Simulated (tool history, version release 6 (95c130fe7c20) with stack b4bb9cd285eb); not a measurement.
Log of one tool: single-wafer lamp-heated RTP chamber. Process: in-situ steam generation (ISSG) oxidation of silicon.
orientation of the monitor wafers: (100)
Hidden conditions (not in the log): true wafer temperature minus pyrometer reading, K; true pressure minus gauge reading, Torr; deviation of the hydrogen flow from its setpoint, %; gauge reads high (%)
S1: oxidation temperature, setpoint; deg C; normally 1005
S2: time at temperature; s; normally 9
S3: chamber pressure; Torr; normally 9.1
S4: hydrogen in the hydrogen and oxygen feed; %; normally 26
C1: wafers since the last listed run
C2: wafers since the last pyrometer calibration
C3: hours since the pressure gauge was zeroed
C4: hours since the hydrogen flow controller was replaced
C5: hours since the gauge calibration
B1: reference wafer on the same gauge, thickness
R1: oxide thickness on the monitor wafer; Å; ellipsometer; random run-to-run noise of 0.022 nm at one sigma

| run | hour | S1 | S2 | S3 | S4 | C1 | C2 | C3 | C4 | C5 | B1 | R1 |
|---|---|---|---|---|---|---|---|---|---|---|---|---|
| 1 | 0 | 1005 | 9 | 9.1 | 26 | 0 | 79 | 3494.9 | 1776.2 | 972.1 | 3.561 | 41.25 |
| 2 | 98.4 | 1005 | 9 | 9.1 | 26 | 1176 | 1256 | 3593.3 | 1874.6 | 1070.5 | 3.554 | 41.91 |
| 3 | 129.8 | 1005 | 9 | 9.1 | 26 | 375 | 1631 | 3624.7 | 1906 | 1101.9 | 3.555 | 41.84 |
| 4 | 323.8 | 998 | 9 | 9.1 | 26 | 2320 | 3952 | 3818.7 | 2100 | 1295.9 | 3.568 | 41.21 |
| 5 | 349.5 | 998 | 9 | 9.1 | 26 | 307 | 4259 | 3844.4 | 2125.7 | 1321.6 | 3.566 | 41.09 |
| 6 | 403.8 | 1005 | 9 | 9.1 | 26 | 649 | 4909 | 3898.7 | 2180 | 1375.9 | 3.561 | 42.72 |
|  | 424.6 | pyrometer window cleaned and pyrometer calibrated |
| 7 | 527.1 | 1005 | 9 | 9.1 | 26 | 1379 | 1226 | 4022 | 2303.3 | 1499.2 | 3.556 | 41.18 |
|  | 550.5 | gauge calibrated |
| 8 | 571.2 | 1005 | 9 | 9.1 | 26 | 527 | 1753 | 4066.1 | 2347.4 | 20.7 | 3.565 | 41.63 |
| 9 | 625.2 | 1005 | 9 | 9.1 | 26 | 645 | 2399 | 4120.1 | 2401.4 | 74.7 | 3.562 | 41.97 |
|  | 650 | pressure gauge zeroed |
| 10 | 678 | 1001 | 6 | 9.1 | 26 | 535 | 2935 | 28 | 2454.2 | 127.5 | 3.565 | 35.22 |
| 11 | 724.5 | 1001 | 6 | 9.1 | 26 | 556 | 3491 | 74.5 | 2500.7 | 174 | 3.566 | 34.93 |
| 12 | 753.5 | 1001 | 6 | 9.1 | 26 | 346 | 3838 | 103.5 | 2529.7 | 203 | 3.559 | 35.37 |
|  | 795.5 | pyrometer window cleaned and pyrometer calibrated |
| 13 | 796 | 1005 | 8 | 9.1 | 26 | 412 | 5 | 146 | 2572.2 | 245.5 | 3.562 | 39.43 |
| 14 | 850.3 | 1005 | 8 | 9.1 | 26 | 649 | 655 | 200.3 | 2626.5 | 299.8 | 3.562 | 39.3 |
| 15 | 884.1 | 1018 | 9 | 9.7 | 26 | 404 | 1059 | 234.1 | 2660.3 | 333.6 | 3.566 | 42.78 |
| 16 | 924.8 | 1005 | 6 | 9.1 | 26 | 486 | 1546 | 274.8 | 2701 | 374.3 | 3.564 | 35.42 |
| 17 | 950.4 | 1005 | 9 | 9.1 | 26 | 306 | 1852 | 300.4 | 2726.6 | 399.9 | 3.563 | 41.83 |
| 18 | 990.7 | 1005 | 9 | 9.1 | 26 | 482 | 2334 | 340.7 | 2766.9 | 440.2 | 3.551 | 41.73 |
| 19 | 1055.5 | 997 | 9 | 8.4 | 26 | 775 | 3109 | 405.5 | 2831.7 | 505 | 3.558 | 41.35 |
|  | 1080.8 | hydrogen flow controller replaced |
| 20 | 1091.3 | 1005 | 9 | 9.1 | 26 | 332 | 3442 | 441.3 | 10.5 | 540.8 | 3.559 | 42.02 |
|  | 1165.5 | pyrometer window cleaned and pyrometer calibrated |
| 21 | 1249.6 | 995 | 13 | 8.3 | 22 | 1797 | 1005 | 599.6 | 168.8 | 699.1 | 3.559 | 45.58 |
| 22 | 1295.6 | 1005 | 9 | 9.1 | 26 | 550 | 1556 | 645.6 | 214.8 | 745.1 | 3.568 | 41.63 |
| 23 | 1325.5 | 1005 | 6 | 7.8 | 26 | 357 | 1913 | 675.5 | 244.7 | 775 | 3.56 | 36.11 |
| 24 | 1352.7 | 1005 | 9 | 9.1 | 26 | 325 | 2238 | 702.7 | 271.9 | 802.2 | 3.555 | 41.75 |
| 25 | 1412 | 1005 | 9 | 8.4 | 21 | 709 | 2948 | 762 | 331.2 | 861.5 | 3.563 | 40.19 |
| 26 | 1470.8 | 1005 | 11 | 7.8 | 32 | 703 | 3651 | 820.8 | 390 | 920.3 | 3.556 | 49.62 |
| 27 | 1522.9 | 999 | 7 | 7.9 | 26 | 623 | 4274 | 872.9 | 442.1 | 972.4 | 3.561 | 37.73 |
| 28 | 1554.1 | 1005 | 9 | 9.1 | 32 | 373 | 4647 | 904.1 | 473.3 | 1003.6 | 3.563 | 44.82 |
|  | 1603.1 | pyrometer window cleaned and pyrometer calibrated |
| 29 | 1604 | 998 | 12 | 9.1 | 17 | 501 | 10 | 954 | 523.2 | 1053.5 | 3.559 | 40.47 |
| 30 | 1631.6 | 1005 | 9 | 9.1 | 29 | 330 | 340 | 981.6 | 550.8 | 1081.1 | 3.56 | 42.29 |
| 31 | 1688.9 | 995 | 9 | 9.1 | 19 | 685 | 1026 | 1038.9 | 608.1 | 1138.4 | 3.566 | 37.27 |

3 options for the next run, each taken on its own from the tool as it stands now. Forecast them:
| A | 1689.3 | 1005 | 9 | 9.1 | 26 | 4 | 1031 | 1039.3 | 608.5 | 1138.8 | ? | ? |
| B | 1689.3 | 1017 | 7 | 9.6 | 32 | 4 | 1031 | 1039.3 | 608.5 | 1138.8 | ? | ? |
| C | 1689.3 | 993 | 10 | 9.1 | 26 | 4 | 1031 | 1039.3 | 608.5 | 1138.8 | ? | ? |

| run | B1 | R1 |
|---|---|---|
| A | 3.562 | 41.65 |
| B | 3.562 | 40.77 |
| C | 3.562 | 41.88 |
Without the tool's unlogged condition, the same runs would have read:
| run | R1 |
|---|---|
| A | 41.38 |
| B | 40.5 |
| C | 41.62 |
